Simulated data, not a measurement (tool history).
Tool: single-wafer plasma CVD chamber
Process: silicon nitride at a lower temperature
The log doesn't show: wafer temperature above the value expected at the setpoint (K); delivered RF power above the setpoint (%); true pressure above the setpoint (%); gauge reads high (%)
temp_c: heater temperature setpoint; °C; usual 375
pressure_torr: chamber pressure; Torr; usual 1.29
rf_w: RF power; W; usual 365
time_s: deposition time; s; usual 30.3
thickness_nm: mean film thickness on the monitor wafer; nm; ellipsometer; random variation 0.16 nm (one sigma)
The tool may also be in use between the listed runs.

run	hour	temp_c	pressure_torr	rf_w	time_s	wafers since the last listed run	hours since the last thermocouple change	hours since the last RF generator calibration	hours since the last manometer calibration	hours since the showerhead was replaced	hours since the gauge calibration	read-back reference wafer on the same gauge, thickness_nm	thickness_nm
1	0	375	1.45	365	30.3	0	1109	1902.3	1128.2	6610.7	792	42.724	37.843
2	40.7	375	1.29	365	30.3	752	1149.7	1943	1168.9	6651.4	832.7	42.855	36.156
3	76.6	375	1.29	365	30.3	663	1185.6	1978.9	1204.8	6687.3	868.6	42.824	35.967
4	143	375	1.36	365	30.3	1228	1252	2045.3	1271.2	6753.7	935	42.858	36.873
5	205.1	375	1.36	365	30.3	1148	1314.1	2107.4	1333.3	6815.8	997.1	42.757	37.036
6	236.9	375	1.36	365	30.3	588	1345.9	2139.2	1365.1	6847.6	1028.9	42.818	36.738
7	263.9	375	1.29	365	30.3	499	1372.9	2166.2	1392.1	6874.6	1055.9	42.744	36.431
8	313.7	375	1.29	365	30.3	921	1422.7	2216	1441.9	6924.4	1105.7	42.782	36.399
9	365.7	375	1.29	365	30.3	961	1474.7	2268	1493.9	6976.4	1157.7	42.801	36.547
# hour 390.8: gauge calibrated
10	415	380	1.29	365	30.3	911	1524	2317.3	1543.2	7025.7	24.2	42.887	36.036
# hour 471.6: capacitance manometer re-zeroed and calibrated
# hour 537.3: RF generator calibrated
11	537.8	375	1.41	305	24.9	1975	1646.8	0.5	66.2	7148.5	147	42.797	27.561
12	574.9	362	1.29	325	33.3	686	1683.9	37.6	103.3	7185.6	184.1	42.8	37.761
# hour 622.6: thermocouple changed; heater temperature recalibrated
13	645.4	375	1.53	390	28.1	1155	22.8	108.1	173.8	7256.1	254.6	42.818	38.047
# hour 660.4: showerhead replaced
14	702.7	375	1.29	365	30.3	911	80.1	165.4	231.1	42.3	311.9	42.872	36.629
15	853.2	375	1.29	365	30.3	2783	230.6	315.9	381.6	192.8	462.4	42.828	36.462
16	885	375	1.29	335	30.3	588	262.4	347.7	413.4	224.6	494.2	42.788	34.746
17	939.2	384	1.29	410	34.4	1002	316.6	401.9	467.6	278.8	548.4	42.864	44.809
18	967.7	375	1.29	310	30.3	527	345.1	430.4	496.1	307.3	576.9	42.752	32.64
19	1018.4	386	1.58	300	25	937	395.8	481.1	546.8	358	627.6	42.831	27.868
20	1089.3	375	1.45	365	30.3	1311	466.7	552	617.7	428.9	698.5	42.684	38.099

How the hidden state differs across the entries between the runs, from the last listed run before each to the first after it:
Between runs 9 and 10: gauge calibrated (hour 390.8)
  true pressure above the setpoint (%): -7.25 -> -7.53
  measured less the result without the state, thickness_nm: -0.941 -> -0.965 nm
Between runs 10 and 11: capacitance manometer re-zeroed and calibrated (hour 471.6); RF generator calibrated (hour 537.3)
  true pressure above the setpoint (%): -7.53 -> -0.0513
  measured less the result without the state, thickness_nm: -0.965 -> -0.004 nm
Between runs 12 and 13: thermocouple changed; heater temperature recalibrated (hour 622.6)
  true pressure above the setpoint (%): -0.257 -> -0.647
  measured less the result without the state, thickness_nm: -0.032 -> -0.08 nm
Between runs 13 and 14: showerhead replaced (hour 660.4)
  true pressure above the setpoint (%): -0.647 -> -0.965
  measured less the result without the state, thickness_nm: -0.08 -> -0.12 nm

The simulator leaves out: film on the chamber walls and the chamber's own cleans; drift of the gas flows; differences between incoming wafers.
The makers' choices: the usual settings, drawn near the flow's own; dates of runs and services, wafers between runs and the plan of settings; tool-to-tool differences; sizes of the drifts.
